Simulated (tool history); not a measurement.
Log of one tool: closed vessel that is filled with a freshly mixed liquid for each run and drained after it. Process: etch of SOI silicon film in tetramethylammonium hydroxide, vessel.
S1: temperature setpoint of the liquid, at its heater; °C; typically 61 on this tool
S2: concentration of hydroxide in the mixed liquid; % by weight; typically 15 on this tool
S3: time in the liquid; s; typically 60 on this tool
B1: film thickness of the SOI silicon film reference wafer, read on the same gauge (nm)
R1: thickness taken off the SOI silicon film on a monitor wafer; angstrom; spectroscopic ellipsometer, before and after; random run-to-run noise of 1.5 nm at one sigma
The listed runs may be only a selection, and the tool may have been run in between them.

run	hour	S1	S2	S3	B1	R1
1	0	61	15	60	150.03	1754
2	12.2	61	15	60	149.98	1793
3	19.6	61	15	60	150	1776.3
4	37.1	61	15	45	150.01	1333.7
5	54.7	61	15	45	149.99	1313.1
6	65.2	61	15	45	150.01	1312
7	76.6	61	15	60	149.99	1752.1
8	87.6	53	18.5	35	150.02	672.7
9	106.6	61	15	60	149.99	2085.9
10	116	61	15	60	149.98	2083.5
11	131.6	61	11.5	60	150	2367.6
12	173.3	67	16.5	90	149.98	4235.5
13	187.7	54	15	30	149.98	655.4
14	196.3	61	15	50	150.03	1702.1

Not shown: 3 entries that the log had between the listed runs. Between which runs, and how does the tool's hidden state differ before and after?
Runs 7 to 8: gauge calibrated (hour 79); thermometer replaced (hour 84.9)
  liquid colder than its thermometer reads (K): 2.92 -> 0.119
  measured minus no-state result, R1: -352.4 -> -5.4 angstrom
Runs 8 to 9: hydroxide flow meter replaced (hour 91.2)
  liquid colder than its thermometer reads (K): 0.119 -> 0.175
  measured minus no-state result, R1: -5.4 -> -22 angstrom
